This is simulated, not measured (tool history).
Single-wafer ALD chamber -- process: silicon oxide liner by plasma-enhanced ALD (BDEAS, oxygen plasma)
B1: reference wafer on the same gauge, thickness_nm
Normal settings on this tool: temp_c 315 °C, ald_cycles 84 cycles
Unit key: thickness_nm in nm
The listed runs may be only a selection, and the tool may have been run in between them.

Run 1, hour 0: usual settings but temp_c 326 °C, ald_cycles 72 cycles; B1 8.181. Result: thickness_nm 6.692 nm.
Run 2, hour 26.9: usual settings but temp_c 326 °C, ald_cycles 72 cycles; B1 8.181. Result: thickness_nm 6.71 nm.
Run 3, hour 61.3: usual settings but temp_c 326 °C, ald_cycles 72 cycles; B1 8.177. Result: thickness_nm 6.685 nm.
Run 4, hour 107.8: usual settings; B1 8.177. Result: thickness_nm 7.952 nm.
Run 5, hour 161.4: usual settings; B1 8.182. Result: thickness_nm 7.965 nm.
Run 6, hour 203.4: usual settings but temp_c 309 °C, ald_cycles 71 cycles; B1 8.196. Result: thickness_nm 6.755 nm.
Run 7, hour 245: usual settings but temp_c 309 °C, ald_cycles 71 cycles; B1 8.183. Result: thickness_nm 6.806 nm.
Run 8, hour 303.7: usual settings but temp_c 305 °C; B1 8.189. Result: thickness_nm 8.091 nm.
Run 9, hour 342.2: usual settings; B1 8.191. Result: thickness_nm 7.948 nm.
Run 10, hour 378.2: usual settings; B1 8.192. Result: thickness_nm 7.944 nm.
Run 11, hour 433.8: usual settings; B1 8.193. Result: thickness_nm 7.954 nm.
Run 12, hour 479.1: usual settings; B1 8.191. Result: thickness_nm 7.943 nm.
At hour 512.2: gauge calibrated.
Run 13, hour 529.2: usual settings; B1 8.063. Result: thickness_nm 7.818 nm.
Run 14, hour 568.1: usual settings but temp_c 320 °C; B1 8.082. Result: thickness_nm 7.782 nm.
Run 15, hour 604.1: usual settings but temp_c 322 °C, ald_cycles 71 cycles; B1 8.085. Result: thickness_nm 6.559 nm.
Run 16, hour 663.3: usual settings but temp_c 321 °C, ald_cycles 97 cycles; B1 8.099. Result: thickness_nm 9.032 nm.
Run 17, hour 712.6: usual settings; B1 8.109. Result: thickness_nm 7.855 nm.
At hour 848.7: thermocouple changed; heater temperature recalibrated.
Run 18, hour 895.4: usual settings but temp_c 325 °C, ald_cycles 99 cycles; B1 8.125. Result: thickness_nm 9.155 nm.
Run 19, hour 924.1: usual settings; B1 8.137. Result: thickness_nm 7.895 nm.
Run 20, hour 951.1: usual settings but temp_c 323 °C, ald_cycles 98 cycles; B1 8.134. Result: thickness_nm 9.13 nm.
Run 21, hour 983.3: usual settings but ald_cycles 88 cycles; B1 8.139. Result: thickness_nm 8.264 nm.
Run 22, hour 1049.5: usual settings but temp_c 322 °C; B1 8.145. Result: thickness_nm 7.824 nm.
Run 23, hour 1238.1: usual settings but temp_c 301 °C, ald_cycles 68 cycles; B1 8.155. Result: thickness_nm 6.566 nm.
Run 24, hour 1284.5: usual settings; B1 8.161. Result: thickness_nm 7.94 nm.
Run 25, hour 1326.1: usual settings but temp_c 310 °C; B1 8.162. Result: thickness_nm 7.989 nm.
Run 26, hour 1392.4: usual settings but ald_cycles 71 cycles; B1 8.163. Result: thickness_nm 6.682 nm.
Run 27, hour 1427.2: usual settings but temp_c 309 °C, ald_cycles 100 cycles; B1 8.165. Result: thickness_nm 9.539 nm.

Forecast each of these 4 alternatives for the next run:
Run A, hour 1427.7: usual settings but ald_cycles 91 cycles; B1 ?. Result: thickness_nm ?.
Run B, hour 1427.7: usual settings but temp_c 309 °C, ald_cycles 99 cycles; B1 ?. Result: thickness_nm ?.
Run C, hour 1427.7: usual settings but temp_c 300 °C; B1 ?. Result: thickness_nm ?.
Run D, hour 1427.7: usual settings but ald_cycles 69 cycles; B1 ?. Result: thickness_nm ?.

run     B1  thickness_nm
  A  8.171         8.594
  B  8.171         9.441
  C  8.171         8.165
  D  8.171         6.517
The same runs, with their run-to-run variation unchanged, on a tool lacking any hidden condition would have given:
run  thickness_nm
  A         8.483
  B         9.319
  C         8.059
  D         6.432

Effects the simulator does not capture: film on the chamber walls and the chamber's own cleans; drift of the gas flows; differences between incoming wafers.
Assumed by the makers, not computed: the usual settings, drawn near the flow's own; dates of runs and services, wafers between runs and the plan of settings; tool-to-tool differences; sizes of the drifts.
